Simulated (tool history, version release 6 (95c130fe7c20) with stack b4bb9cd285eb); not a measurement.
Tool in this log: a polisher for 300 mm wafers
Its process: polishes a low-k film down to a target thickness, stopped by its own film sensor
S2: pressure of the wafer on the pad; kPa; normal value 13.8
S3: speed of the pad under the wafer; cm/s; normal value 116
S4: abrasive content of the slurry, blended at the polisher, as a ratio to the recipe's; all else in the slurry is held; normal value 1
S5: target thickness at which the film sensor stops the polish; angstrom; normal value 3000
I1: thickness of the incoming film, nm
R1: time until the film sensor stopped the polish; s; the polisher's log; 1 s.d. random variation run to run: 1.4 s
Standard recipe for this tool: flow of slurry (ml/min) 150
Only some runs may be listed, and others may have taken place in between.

{"run": 1, "hour": 0.0, "flow of slurry (ml/min)": 150, "S2": 15.9, "S3": 116, "S4": 1, "S5": 3000, "I1": 354.7, "R1": 95.5}
{"hour": 17.7, "done": "worn pad replaced by a new one"}
{"run": 2, "hour": 18.2, "flow of slurry (ml/min)": 150, "S2": 15.9, "S3": 116, "S4": 1, "S5": 3000, "I1": 364.1, "R1": 102.3}
{"run": 3, "hour": 23.1, "flow of slurry (ml/min)": 150, "S2": 15.9, "S3": 116, "S4": 1, "S5": 3000, "I1": 362.8, "R1": 105.2}
{"run": 4, "hour": 40.2, "flow of slurry (ml/min)": 150, "S2": 13.8, "S3": 116, "S4": 1, "S5": 3000, "I1": 362.1, "R1": 119.4}
{"run": 5, "hour": 49.9, "flow of slurry (ml/min)": 150, "S2": 13.8, "S3": 116, "S4": 1, "S5": 3000, "I1": 364, "R1": 123.3}
{"run": 6, "hour": 59.2, "flow of slurry (ml/min)": 150, "S2": 13.8, "S3": 116, "S4": 1, "S5": 3000, "I1": 358, "R1": 113.7}
{"run": 7, "hour": 72.6, "flow of slurry (ml/min)": 150, "S2": 13.8, "S3": 116, "S4": 1, "S5": 3000, "I1": 361.4, "R1": 123.4}
{"run": 8, "hour": 80.8, "flow of slurry (ml/min)": 150, "S2": 13.8, "S3": 116, "S4": 1, "S5": 3000, "I1": 363.5, "R1": 127.9}
{"run": 9, "hour": 90.4, "flow of slurry (ml/min)": 150, "S2": 13.8, "S3": 116, "S4": 1, "S5": 3000, "I1": 362.8, "R1": 128.4}
{"run": 10, "hour": 102.5, "flow of slurry (ml/min)": 150, "S2": 13.8, "S3": 116, "S4": 1, "S5": 3000, "I1": 360.6, "R1": 121.6}
{"run": 11, "hour": 115.2, "flow of slurry (ml/min)": 150, "S2": 13.8, "S3": 116, "S4": 1, "S5": 3090, "I1": 361.5, "R1": 107.1}
{"run": 12, "hour": 122.6, "flow of slurry (ml/min)": 170, "S2": 13.8, "S3": 116, "S4": 1, "S5": 2880, "I1": 356.4, "R1": 141}
{"hour": 127.2, "done": "slurry nozzle cleaned"}
{"run": 13, "hour": 132.7, "flow of slurry (ml/min)": 175, "S2": 13.8, "S3": 116, "S4": 0.75, "S5": 2880, "I1": 357, "R1": 160.1}
{"hour": 139.1, "done": "worn pad replaced by a new one"}
{"run": 14, "hour": 140.4, "flow of slurry (ml/min)": 150, "S2": 13.8, "S3": 116, "S4": 1, "S5": 3000, "I1": 362.6, "R1": 117.6}
{"hour": 152.1, "done": "conditioning disc replaced and pad reconditioned"}
{"run": 15, "hour": 155.1, "flow of slurry (ml/min)": 150, "S2": 13.8, "S3": 116, "S4": 1, "S5": 3000, "I1": 356.3, "R1": 109.5}
{"run": 16, "hour": 161.2, "flow of slurry (ml/min)": 150, "S2": 13.8, "S3": 100, "S4": 1, "S5": 3000, "I1": 355.4, "R1": 115.1}
{"hour": 171.5, "done": "slurry blender recalibrated"}
{"run": 17, "hour": 172.0, "flow of slurry (ml/min)": 150, "S2": 13.8, "S3": 116, "S4": 1, "S5": 3000, "I1": 362.7, "R1": 123.1}
{"hour": 175.4, "done": "head pressure recalibrated"}
{"run": 18, "hour": 220.5, "flow of slurry (ml/min)": 150, "S2": 13.8, "S3": 116, "S4": 1, "S5": 2840, "I1": 359.3, "R1": 153.1}
{"run": 19, "hour": 233.4, "flow of slurry (ml/min)": 150, "S2": 13.8, "S3": 150, "S4": 1, "S5": 2920, "I1": 357.2, "R1": 112.4}
{"run": 20, "hour": 247.8, "flow of slurry (ml/min)": 150, "S2": 13.8, "S3": 116, "S4": 1, "S5": 3000, "I1": 359.7, "R1": 124}
{"hour": 257.2, "done": "worn pad replaced by a new one"}
{"run": 21, "hour": 265.3, "flow of slurry (ml/min)": 150, "S2": 13.8, "S3": 144, "S4": 1, "S5": 3000, "I1": 355.1, "R1": 90.2}
{"run": 22, "hour": 275.4, "flow of slurry (ml/min)": 150, "S2": 11.7, "S3": 78, "S4": 1, "S5": 3000, "I1": 356.8, "R1": 154.4}
{"run": 23, "hour": 282.5, "flow of slurry (ml/min)": 150, "S2": 13.8, "S3": 116, "S4": 0.8, "S5": 3130, "I1": 365.9, "R1": 110}
{"run": 24, "hour": 298.8, "flow of slurry (ml/min)": 150, "S2": 13.8, "S3": 116, "S4": 1, "S5": 3000, "I1": 360.2, "R1": 114.6}
{"run": 25, "hour": 309.7, "flow of slurry (ml/min)": 150, "S2": 18.6, "S3": 116, "S4": 1.2, "S5": 3000, "I1": 366.1, "R1": 89.8}
{"hour": 322.3, "done": "conditioning disc replaced and pad reconditioned"}
{"run": 26, "hour": 322.8, "flow of slurry (ml/min)": 150, "S2": 13.8, "S3": 116, "S4": 1, "S5": 3000, "I1": 365.7, "R1": 131.9}
{"run": 27, "hour": 336.5, "flow of slurry (ml/min)": 150, "S2": 13.8, "S3": 116, "S4": 0.75, "S5": 2920, "I1": 359.5, "R1": 152.4}

Below are 3 alternative next runs, each starting from the tool's condition after run 27. Predict each:
{"run": "A", "hour": 337.0, "flow of slurry (ml/min)": 150, "S2": 13.8, "S3": 116, "S4": 1, "S5": 3000, "I1": 359.8, "R1": "?"}
{"run": "B", "hour": 337.0, "flow of slurry (ml/min)": 150, "S2": 12.4, "S3": 152, "S4": 1, "S5": 3000, "I1": 359.8, "R1": "?"}
{"run": "C", "hour": 337.0, "flow of slurry (ml/min)": 120, "S2": 13.8, "S3": 84, "S4": 1, "S5": 2880, "I1": 359.8, "R1": "?"}

run=A R1=119.4
run=B R1=114.6
run=C R1=176
Stripped of hidden state, with their random variation kept, the same runs would have yielded:
run=A R1=110.7
run=B R1=106.3
run=C R1=163.3
